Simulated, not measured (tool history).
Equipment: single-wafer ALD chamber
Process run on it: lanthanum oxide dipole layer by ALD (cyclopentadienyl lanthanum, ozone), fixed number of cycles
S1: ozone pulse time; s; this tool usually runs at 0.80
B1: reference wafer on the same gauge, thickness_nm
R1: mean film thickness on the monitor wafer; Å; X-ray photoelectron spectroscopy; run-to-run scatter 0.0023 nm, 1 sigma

run    hour    S1     B1    R1
  1     0.0  0.80  0.480  4.43
  2    71.1  0.80  0.480  4.38
  3   106.9  0.80  0.480  4.44
  4   181.5  0.80  0.480  4.37
  5   230.1  0.80  0.480  4.42
  6   266.4  0.63  0.480  4.05
  7   317.9  0.63  0.481  4.08
  8   360.7  0.80  0.480  4.35
  9   432.1  0.80  0.480  4.38
 10   487.4  0.80  0.480  4.44
 11   555.2  0.80  0.480  4.40
 12   582.7  0.80  0.480  4.36
 13   643.9  0.93  0.480  4.56
 14   669.5  0.93  0.480  4.57
 15   737.2  0.93  0.480  4.56
 16   780.7  0.71  0.480  4.20
 17   843.1  0.68  0.480  4.13
 18   889.1  0.80  0.480  4.33
 19   958.0  0.58  0.480  3.89
 20  1026.4  0.93  0.480  4.55
 21  1061.4  0.80  0.480  4.35
 22  1108.2  0.98  0.480  4.54
 23  1167.3  0.67  0.480  4.06
 24  1214.0  0.92  0.480  4.39
 25  1250.0  0.48  0.480  3.52
 26  1459.9  0.70  0.480  3.98
 27  1516.3  0.80  0.480  4.41
 28  1584.4  0.59  0.480  3.99
 29  1636.7  0.68  0.480  4.18
 30  1669.5  0.80  0.481  4.42
 31  1738.7  0.61  0.480  4.05
 32  1799.3  0.64  0.480  4.06
 33  1834.7  1.06  0.480  4.80
 34  1896.8  0.95  0.480  4.64

Not shown here: 5 entries made in the log between runs. Locate each between two listed runs and compare the hidden state at the listed run before it with the hidden state at the listed run after it:
After run 5, before run 6: thermocouple changed; heater temperature recalibrated (hour 255.8)
  ozone dose above that of a generator just serviced (%): -0.932 -> -1.09
  the result without the hidden state subtracted from the measured one, R1: -0.01 -> -0.02 Å
After run 11, before run 12: showerhead replaced (hour 582.2)
  ozone dose above that of a generator just serviced (%): -2.94 -> -3.18
  the result without the hidden state subtracted from the measured one, R1: -0.04 -> -0.04 Å
After run 23, before run 24: thermocouple changed; heater temperature recalibrated (hour 1176.1)
  ozone dose above that of a generator just serviced (%): -10.6 -> -11.4
  the result without the hidden state subtracted from the measured one, R1: -0.16 -> -0.16 Å
After run 25, before run 26: gauge calibrated (hour 1370.4)
  ozone dose above that of a generator just serviced (%): -12 -> -16
  the result without the hidden state subtracted from the measured one, R1: -0.20 -> -0.25 Å
After run 26, before run 27: ozone generator serviced (hour 1494.6)
  ozone dose above that of a generator just serviced (%): -16 -> -0.989
  the result without the hidden state subtracted from the measured one, R1: -0.25 -> -0.01 Å

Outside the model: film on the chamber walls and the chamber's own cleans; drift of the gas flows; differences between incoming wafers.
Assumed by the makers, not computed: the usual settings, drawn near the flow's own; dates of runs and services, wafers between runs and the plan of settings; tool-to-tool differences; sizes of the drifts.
